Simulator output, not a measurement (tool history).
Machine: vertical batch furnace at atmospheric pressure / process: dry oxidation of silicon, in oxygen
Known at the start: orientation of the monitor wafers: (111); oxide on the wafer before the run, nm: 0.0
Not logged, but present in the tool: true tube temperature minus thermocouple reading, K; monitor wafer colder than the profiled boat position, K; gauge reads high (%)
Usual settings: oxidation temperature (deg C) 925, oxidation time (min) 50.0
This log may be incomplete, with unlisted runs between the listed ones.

run,day,oxidation temperature (deg C),oxidation time (min),wafers since the last listed run,hours since the last temperature calibration,hours since the boat lift was adjusted,hours since the gauge calibration,"read-back reference wafer on the same gauge, thickness",oxide thickness on the monitor wafer (Å)
1,0.000,925,50.0,0,2362.3,3597.8,414.5,31.60,326.2
2,1.775,925,50.0,719,2404.9,3640.4,457.1,31.64,324.5
3,3.538,925,50.0,714,2447.2,3682.7,499.4,31.59,324.2
4,5.371,925,50.0,743,2491.2,3726.7,543.4,31.62,323.7
5,6.546,925,50.0,476,2519.4,3754.9,571.6,31.60,324.8
6,7.579,925,50.0,418,2544.2,3779.7,596.4,31.58,325.8
7,9.108,925,50.0,619,2580.9,3816.4,633.1,31.60,324.1
8,10.917,925,50.0,732,2624.3,3859.8,676.5,31.60,322.9
9,12.929,925,50.0,815,2672.6,3908.1,724.8,31.63,326.6
10,14.933,925,50.0,812,2720.7,3956.2,772.9,31.60,325.0
11,17.883,925,50.0,1195,2791.5,4027.0,843.7,31.62,326.3
12,19.912,925,50.0,822,2840.2,4075.7,892.4,31.60,326.6
13,21.758,925,30.5,748,2884.5,4120.0,936.7,31.59,230.9
14,24.254,925,30.5,1011,2944.4,4179.9,996.6,31.63,231.8
# day 25.717: boat lift adjusted
15,26.842,925,44.0,643,3006.5,27.0,1058.7,31.64,298.2
16,28.783,925,58.5,786,3053.1,73.6,1105.3,31.61,364.8
17,30.858,925,58.0,840,3102.9,123.4,1155.1,31.60,360.5
18,32.758,904,37.0,770,3148.5,169.0,1200.7,31.61,215.8
19,35.296,917,40.0,1028,3209.4,229.9,1261.6,31.56,259.2
20,36.317,925,50.0,413,3233.9,254.4,1286.1,31.60,324.0
21,38.612,912,33.0,930,3289.0,309.5,1341.2,31.59,215.4
22,39.883,925,72.0,515,3319.5,340.0,1371.7,31.60,421.1
# day 40.338: gauge calibrated
23,42.450,905,40.0,1040,3381.1,401.6,50.7,31.58,230.3
# day 44.767: thermocouples replaced and temperature profile calibrated
24,44.788,911,42.0,542,0.5,457.7,106.8,31.61,242.9
25,47.412,925,59.5,1063,63.5,520.7,169.8,31.59,353.4
26,51.350,925,50.0,1595,158.0,615.2,264.3,31.62,314.2
27,52.838,925,26.0,602,193.7,650.9,300.0,31.59,200.3
28,53.962,914,63.5,455,220.7,677.9,327.0,31.60,334.3
29,56.729,918,34.5,1121,287.1,744.3,393.4,31.58,228.5
30,58.129,925,50.0,567,320.7,777.9,427.0,31.58,316.7
31,59.458,917,71.0,538,352.6,809.8,458.9,31.61,373.2
32,62.321,925,50.0,1160,421.3,878.5,527.6,31.60,316.4
33,64.867,904,42.5,1031,482.4,939.6,588.7,31.59,229.6
34,67.038,911,37.5,879,534.5,991.7,640.8,31.59,226.3
35,69.079,916,67.5,827,583.5,1040.7,689.8,31.60,358.0
36,71.608,933,34.5,1025,644.2,1101.4,750.5,31.58,266.0
37,73.888,906,61.0,923,698.9,1156.1,805.2,31.60,302.7
38,79.488,925,50.0,2269,833.3,1290.5,939.6,31.60,321.7
39,80.992,941,50.0,609,869.4,1326.6,975.7,31.61,366.6
40,82.646,902,50.0,670,909.1,1366.3,1015.4,31.61,255.5

The tool's hidden state at each run:
monitor wafer colder than the profiled boat position, K: 0 in every run
gauge reads high (%): 0 in every run
H1: true tube temperature minus thermocouple reading, K
run,H1
1,3.98
2,4.01
3,4.03
4,4.06
5,4.07
6,4.09
7,4.1
8,4.13
9,4.15
10,4.17
11,4.2
12,4.22
13,4.24
14,4.27
15,4.29
16,4.31
17,4.32
18,4.34
19,4.36
20,4.37
21,4.38
22,4.39
23,4.41
24,0.265
25,0.478
26,0.779
27,0.888
28,0.968
29,1.16
30,1.25
31,1.34
32,1.51
33,1.67
34,1.79
35,1.9
36,2.03
37,2.15
38,2.41
39,2.48
40,2.55
